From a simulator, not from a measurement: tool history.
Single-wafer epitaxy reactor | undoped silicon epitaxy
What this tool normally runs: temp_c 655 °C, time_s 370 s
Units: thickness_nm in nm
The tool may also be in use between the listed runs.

run    hour  temp_c  time_s  wafers since the last listed run  hours since the last pyrometer calibration  hours since the gauge calibration  read-back reference wafer on the same gauge, thickness_nm  thickness_nm
  1     0.0     652     370                                 0                                      2496.1                              395.4                                                     70.388        64.463
  2    25.6     655     370                                97                                      2521.7                              421.0                                                     70.616        69.403
  3    48.3     659     343                                86                                      2544.4                              443.7                                                     70.583        71.807
  4    77.8     659     343                               111                                      2573.9                              473.2                                                     70.784        71.557
  5   108.2     655     370                               115                                      2604.3                              503.6                                                     70.655        70.277
  6   123.2     655     370                                56                                      2619.3                              518.6                                                     70.706        70.023
  7   154.7     655     370                               119                                      2650.8                              550.1                                                     70.756        70.049
  8   184.5     655     395                               112                                      2680.6                              579.9                                                     70.788        74.539
  9   213.0     655     395                               108                                      2709.1                              608.4                                                     71.019        74.706
 10   239.3     655     370                                99                                      2735.4                              634.7                                                     71.092        69.974
 11   258.0     655     370                                70                                      2754.1                              653.4                                                     71.149        70.208
 12   290.9     655     370                               124                                      2787.0                              686.3                                                     71.128        69.986
 13   313.9     655     370                                87                                      2810.0                              709.3                                                     71.234        70.986
 14   345.4     655     370                               119                                      2841.5                              740.8                                                     71.365        70.529
 15   364.7     655     370                                73                                      2860.8                              760.1                                                     71.343        70.874
      382.5  -- pyrometer calibrated
 16   399.7     655     392                               102                                        17.2                              795.1                                                     71.544        75.069
 17   447.1     655     392                               179                                        64.6                              842.5                                                     71.632        74.433
 18   467.0     655     392                                75                                        84.5                              862.4                                                     71.664        74.946
 19   500.1     664     370                               125                                       117.6                              895.5                                                     71.867        88.374
 20   519.3     664     370                                72                                       136.8                              914.7                                                     72.000        88.480
 21   537.2     664     370                                67                                       154.7                              932.6                                                     71.869        87.999
 22   566.1     655     370                               109                                       183.6                              961.5                                                     72.085        71.177
 23   596.9     666     335                               116                                       214.4                              992.3                                                     72.141        84.269
 24   623.1     645     438                                99                                       240.6                             1018.5                                                     72.344        65.647
 25   647.1     655     370                                90                                       264.6                             1042.5                                                     72.485        71.502
 26   675.4     665     390                               107                                       292.9                             1070.8                                                     72.487        96.382
 27   694.6     650     419                                72                                       312.1                             1090.0                                                     72.642        71.826
 28   716.2     663     321                                81                                       333.7                             1111.6                                                     72.619        75.391
 29   741.6     648     370                                96                                       359.1                             1137.0                                                     72.884        60.726
 30   765.3     663     305                                89                                       382.8                             1160.7                                                     72.872        71.893
      776.8  -- gauge calibrated
 31   786.9     655     392                                81                                       404.4                               10.1                                                     70.824        73.714
 32   812.2     655     370                                95                                       429.7                               35.4                                                     70.872        69.710
 33   867.8     655     406                               210                                       485.3                               91.0                                                     70.829        77.094
 34   898.5     655     370                               116                                       516.0                              121.7                                                     70.805        69.937
 35   912.5     655     370                                53                                       530.0                              135.7                                                     70.785        70.444
 36   928.5     655     346                                60                                       546.0                              151.7                                                     70.717        64.973
 37   957.4     661     434                               109                                       574.9                              180.6                                                     70.915        94.640
 38  1002.7     650     419                               171                                       620.2                              225.9                                                     70.891        70.251
 39  1015.5     655     320                                48                                       633.0                              238.7                                                     70.896        60.958
 40  1047.4     647     351                               120                                       664.9                              270.6                                                     70.911        54.560
 41  1071.1     655     395                                89                                       688.6                              294.3                                                     71.023        74.919
 42  1096.7     642     370                                97                                       714.2                              319.9                                                     71.099        50.563
 43  1116.4     642     303                                74                                       733.9                              339.6                                                     71.022        41.498
 44  1173.7     642     370                               217                                       791.2                              396.9                                                     70.968        50.685

What if the next run were any one of these 3? Each begins from the tool's condition after run 44:
  A  1174.2     655     305                                 1                                       791.7                              397.4                                                          ?             ?
  B  1174.2     668     334                                 1                                       791.7                              397.4                                                          ?             ?
  C  1174.2     661     410                                 1                                       791.7                              397.4                                                          ?             ?

run  read-back reference wafer on the same gauge, thickness_nm  thickness_nm
  A                                                     71.146        57.666
  B                                                     71.146        86.480
  C                                                     71.146        89.736
Without the tool's hidden state the same runs would have given:
run  thickness_nm
  A        57.329
  B        85.975
  C        89.212
